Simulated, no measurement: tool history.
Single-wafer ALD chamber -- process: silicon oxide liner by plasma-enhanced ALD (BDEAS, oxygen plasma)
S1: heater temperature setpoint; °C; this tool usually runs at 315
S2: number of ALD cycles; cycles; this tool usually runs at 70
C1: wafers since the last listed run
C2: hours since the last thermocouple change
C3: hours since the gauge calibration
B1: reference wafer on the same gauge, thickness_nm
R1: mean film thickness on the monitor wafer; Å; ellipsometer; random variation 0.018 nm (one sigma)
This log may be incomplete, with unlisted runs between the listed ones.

{"run": 1, "hour": 0.0, "S1": 315, "S2": 70, "C1": 0, "C2": 1931.4, "C3": 119.6, "B1": 6.217, "R1": 70.25}
{"run": 2, "hour": 22.1, "S1": 315, "S2": 70, "C1": 115, "C2": 1953.5, "C3": 141.7, "B1": 6.207, "R1": 70.37}
{"run": 3, "hour": 41.7, "S1": 315, "S2": 70, "C1": 102, "C2": 1973.1, "C3": 161.3, "B1": 6.21, "R1": 70.32}
{"run": 4, "hour": 61.3, "S1": 315, "S2": 70, "C1": 102, "C2": 1992.7, "C3": 180.9, "B1": 6.211, "R1": 70.32}
{"run": 5, "hour": 87.2, "S1": 315, "S2": 70, "C1": 135, "C2": 2018.6, "C3": 206.8, "B1": 6.211, "R1": 70.24}
{"run": 6, "hour": 105.6, "S1": 315, "S2": 70, "C1": 96, "C2": 2037.0, "C3": 225.2, "B1": 6.201, "R1": 69.76}
{"run": 7, "hour": 139.8, "S1": 315, "S2": 70, "C1": 179, "C2": 2071.2, "C3": 259.4, "B1": 6.21, "R1": 70.09}
{"run": 8, "hour": 167.5, "S1": 315, "S2": 70, "C1": 145, "C2": 2098.9, "C3": 287.1, "B1": 6.212, "R1": 70.04}
{"run": 9, "hour": 191.0, "S1": 315, "S2": 70, "C1": 123, "C2": 2122.4, "C3": 310.6, "B1": 6.207, "R1": 70.1}
{"run": 10, "hour": 209.4, "S1": 315, "S2": 70, "C1": 96, "C2": 2140.8, "C3": 329.0, "B1": 6.21, "R1": 69.91}
{"hour": 225.8, "done": "thermocouple changed; heater temperature recalibrated"}
{"run": 11, "hour": 238.3, "S1": 315, "S2": 70, "C1": 109, "C2": 12.5, "C3": 357.9, "B1": 6.218, "R1": 70.27}
{"run": 12, "hour": 252.7, "S1": 315, "S2": 70, "C1": 75, "C2": 26.9, "C3": 372.3, "B1": 6.211, "R1": 70.14}
{"run": 13, "hour": 277.4, "S1": 315, "S2": 70, "C1": 129, "C2": 51.6, "C3": 397.0, "B1": 6.203, "R1": 70.18}
{"run": 14, "hour": 300.9, "S1": 315, "S2": 70, "C1": 123, "C2": 75.1, "C3": 420.5, "B1": 6.209, "R1": 70.16}
{"run": 15, "hour": 314.3, "S1": 328, "S2": 59, "C1": 70, "C2": 88.5, "C3": 433.9, "B1": 6.209, "R1": 57.92}
{"run": 16, "hour": 347.5, "S1": 315, "S2": 70, "C1": 174, "C2": 121.7, "C3": 467.1, "B1": 6.209, "R1": 70.04}
{"hour": 381.2, "done": "gauge calibrated"}
{"run": 17, "hour": 382.6, "S1": 301, "S2": 70, "C1": 183, "C2": 156.8, "C3": 1.4, "B1": 6.21, "R1": 72.14}
{"run": 18, "hour": 418.5, "S1": 308, "S2": 58, "C1": 188, "C2": 192.7, "C3": 37.3, "B1": 6.219, "R1": 58.97}
{"run": 19, "hour": 432.1, "S1": 322, "S2": 77, "C1": 71, "C2": 206.3, "C3": 50.9, "B1": 6.21, "R1": 76.01}
{"run": 20, "hour": 450.6, "S1": 306, "S2": 79, "C1": 96, "C2": 224.8, "C3": 69.4, "B1": 6.212, "R1": 80.25}
{"run": 21, "hour": 468.1, "S1": 315, "S2": 58, "C1": 91, "C2": 242.3, "C3": 86.9, "B1": 6.211, "R1": 58.15}
{"run": 22, "hour": 494.1, "S1": 315, "S2": 70, "C1": 136, "C2": 268.3, "C3": 112.9, "B1": 6.21, "R1": 70.11}
{"run": 23, "hour": 518.1, "S1": 319, "S2": 62, "C1": 125, "C2": 292.3, "C3": 136.9, "B1": 6.208, "R1": 61.8}
{"run": 24, "hour": 544.1, "S1": 311, "S2": 82, "C1": 136, "C2": 318.3, "C3": 162.9, "B1": 6.207, "R1": 82.78}
{"run": 25, "hour": 577.2, "S1": 301, "S2": 60, "C1": 173, "C2": 351.4, "C3": 196.0, "B1": 6.213, "R1": 61.8}
{"run": 26, "hour": 610.6, "S1": 315, "S2": 70, "C1": 175, "C2": 384.8, "C3": 229.4, "B1": 6.211, "R1": 70.56}
{"run": 27, "hour": 628.1, "S1": 315, "S2": 70, "C1": 91, "C2": 402.3, "C3": 246.9, "B1": 6.21, "R1": 70.02}
{"run": 28, "hour": 661.9, "S1": 309, "S2": 74, "C1": 177, "C2": 436.1, "C3": 280.7, "B1": 6.202, "R1": 74.58}

What was the tool's hidden state at every run in the log?
wafer temperature above the value expected at the setpoint (K): 0, the same for each run
gauge reads high (%): 0, the same for each run

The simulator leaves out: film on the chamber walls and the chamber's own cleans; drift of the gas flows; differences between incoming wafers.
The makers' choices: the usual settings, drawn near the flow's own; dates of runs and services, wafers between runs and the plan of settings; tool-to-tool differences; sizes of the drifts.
